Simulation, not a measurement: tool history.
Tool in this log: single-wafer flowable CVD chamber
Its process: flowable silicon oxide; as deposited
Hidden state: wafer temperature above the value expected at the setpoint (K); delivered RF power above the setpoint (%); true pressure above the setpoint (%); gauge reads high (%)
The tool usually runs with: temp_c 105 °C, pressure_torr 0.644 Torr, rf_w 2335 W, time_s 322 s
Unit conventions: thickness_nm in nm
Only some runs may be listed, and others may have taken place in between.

| run | hour | temp_c | pressure_torr | rf_w | time_s | wafers since the last listed run | hours since the last thermocouple change | hours since the last RF generator calibration | hours since the last manometer calibration | hours since the showerhead was replaced | hours since the gauge calibration | read-back reference wafer on the same gauge, thickness_nm | thickness_nm |
|---|---|---|---|---|---|---|---|---|---|---|---|---|---|
| 1 | 0 | 105 | 0.644 | 2335 | 322 | 0 | 1840.3 | 249.7 | 1764.8 | 2211.9 | 1105.3 | 142.966 | 127.687 |
| 2 | 33.2 | 105 | 0.644 | 2335 | 322 | 131 | 1873.5 | 282.9 | 1798 | 2245.1 | 1138.5 | 143.041 | 127.494 |
| 3 | 100.9 | 105 | 0.644 | 2335 | 322 | 268 | 1941.2 | 350.6 | 1865.7 | 2312.8 | 1206.2 | 142.932 | 127.317 |
| 4 | 171.9 | 98 | 0.718 | 2335 | 322 | 281 | 2012.2 | 421.6 | 1936.7 | 2383.8 | 1277.2 | 142.97 | 185.127 |
| 5 | 207.1 | 105 | 0.644 | 2335 | 322 | 139 | 2047.4 | 456.8 | 1971.9 | 2419 | 1312.4 | 143.102 | 126.551 |
|  | 233 | thermocouple changed; heater temperature recalibrated |
| 6 | 236.4 | 105 | 0.644 | 2335 | 379 | 84 | 3.4 | 486.1 | 2001.2 | 2448.3 | 1341.7 | 142.938 | 145.118 |
| 7 | 290.3 | 105 | 0.698 | 2335 | 322 | 213 | 57.3 | 540 | 2055.1 | 2502.2 | 1395.6 | 142.937 | 134.142 |
| 8 | 352.5 | 105 | 0.544 | 2700 | 322 | 246 | 119.5 | 602.2 | 2117.3 | 2564.4 | 1457.8 | 143.052 | 105.408 |
| 9 | 419.8 | 105 | 0.743 | 1955 | 322 | 266 | 186.8 | 669.5 | 2184.6 | 2631.7 | 1525.1 | 143.152 | 140.735 |
| 10 | 449.2 | 117 | 0.602 | 1925 | 375 | 116 | 216.2 | 698.9 | 2214 | 2661.1 | 1554.5 | 143.113 | 86.206 |
|  | 484 | capacitance manometer re-zeroed and calibrated |
| 11 | 499.3 | 105 | 0.644 | 2065 | 322 | 166 | 266.3 | 749 | 15.3 | 2711.2 | 1604.6 | 142.947 | 128.309 |
| 12 | 545.6 | 91 | 0.712 | 2145 | 343 | 183 | 312.6 | 795.3 | 61.6 | 2757.5 | 1650.9 | 142.979 | 258.673 |
| 13 | 578.4 | 105 | 0.644 | 2335 | 322 | 129 | 345.4 | 828.1 | 94.4 | 2790.3 | 1683.7 | 143.124 | 129.024 |
| 14 | 644.9 | 105 | 0.644 | 2335 | 276 | 263 | 411.9 | 894.6 | 160.9 | 2856.8 | 1750.2 | 142.829 | 111.169 |
|  | 677.2 | gauge calibrated |
| 15 | 678.4 | 105 | 0.644 | 2335 | 322 | 132 | 445.4 | 928.1 | 194.4 | 2890.3 | 1.2 | 143.069 | 130.322 |
|  | 696 | showerhead replaced |
| 16 | 721.2 | 105 | 0.532 | 2335 | 262 | 137 | 488.2 | 970.9 | 237.2 | 25.2 | 44 | 142.93 | 86.588 |
| 17 | 754.6 | 99 | 0.644 | 2335 | 322 | 132 | 521.6 | 1004.3 | 270.6 | 58.6 | 77.4 | 142.986 | 162.531 |

The next listed run, before its measurement:
| 18 | 780.1 | 105 | 0.644 | 2335 | 322 | 101 | 547.1 | 1029.8 | 296.1 | 84.1 | 102.9 | ? | ? |

read-back reference wafer on the same gauge, thickness_nm: 142.925
thickness_nm: 130.121 nm
Take away the tool's hidden state, keep the run-to-run variation as it was, and the same run would have given thickness_nm 130.001 nm.
